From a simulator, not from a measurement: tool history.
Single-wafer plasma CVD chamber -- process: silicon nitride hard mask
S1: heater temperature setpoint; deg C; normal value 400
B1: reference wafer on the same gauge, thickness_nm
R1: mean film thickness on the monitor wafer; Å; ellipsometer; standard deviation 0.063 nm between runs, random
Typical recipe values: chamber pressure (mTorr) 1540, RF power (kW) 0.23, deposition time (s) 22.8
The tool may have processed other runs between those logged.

Run 1, day 0: usual settings; B1 20.285. Result: R1 185.79 Å.
Run 2, day 1.521: usual settings; B1 20.273. Result: R1 185.49 Å.
Run 3, day 3.529: usual settings; B1 20.257. Result: R1 187.21 Å.
Run 4, day 7: usual settings; B1 20.234. Result: R1 185.05 Å.
Run 5, day 9.633: usual settings; B1 20.224. Result: R1 186.85 Å.
Run 6, day 13.446: usual settings; B1 20.192. Result: R1 186.24 Å.
Run 7, day 15.3: usual settings; B1 20.185. Result: R1 185.21 Å.
Run 8, day 19.692: usual settings; B1 20.164. Result: R1 185.11 Å.
Run 9, day 21.546: usual settings but RF power (kW) 0.245; B1 20.174. Result: R1 193.01 Å.
At day 26.154: thermocouple changed; heater temperature recalibrated.
Run 10, day 26.175: usual settings but chamber pressure (mTorr) 1440; B1 20.157. Result: R1 181.56 Å.
At day 27.942: gauge calibrated.
At day 28.838: RF generator calibrated.
Run 11, day 30.346: usual settings but S1 385 deg C, chamber pressure (mTorr) 1300, RF power (kW) 0.275; B1 20.564. Result: R1 205.01 Å.
Run 12, day 32.221: usual settings but S1 394 deg C, chamber pressure (mTorr) 1440; B1 20.535. Result: R1 185.89 Å.
Run 13, day 35.467: usual settings; B1 20.455. Result: R1 187.83 Å.
Run 14, day 38.012: usual settings but S1 387 deg C, RF power (kW) 0.19, deposition time (s) 18.6; B1 20.415. Result: R1 134.07 Å.
At day 38.712: showerhead replaced.
Run 15, day 41.262: usual settings; B1 20.369. Result: R1 187.34 Å.
At day 43.617: capacitance manometer re-zeroed and calibrated.
Run 16, day 45.317: usual settings; B1 20.316. Result: R1 186.54 Å.
Run 17, day 49.321: usual settings but S1 386 deg C, chamber pressure (mTorr) 1190, RF power (kW) 0.21; B1 20.278. Result: R1 161.69 Å.
Run 18, day 56.696: usual settings; B1 20.234. Result: R1 185.45 Å.

Exercise: give the hidden state of the tool at every run:
wafer temperature above the value expected at the setpoint (K): 0, the same for each run
delivered RF power above the setpoint (%): 0, the same for each run
true pressure above the setpoint (%): 0, the same for each run
H1: gauge reads high (%)
run      H1
  1   -1.52
  2   -1.59
  3   -1.68
  4    -1.8
  5   -1.88
  6   -1.98
  7   -2.01
  8   -2.09
  9   -2.11
 10   -2.16
 11  -0.123
 12  -0.352
 13  -0.687
 14  -0.905
 15   -1.14
 16   -1.36
 17   -1.54
 18   -1.76
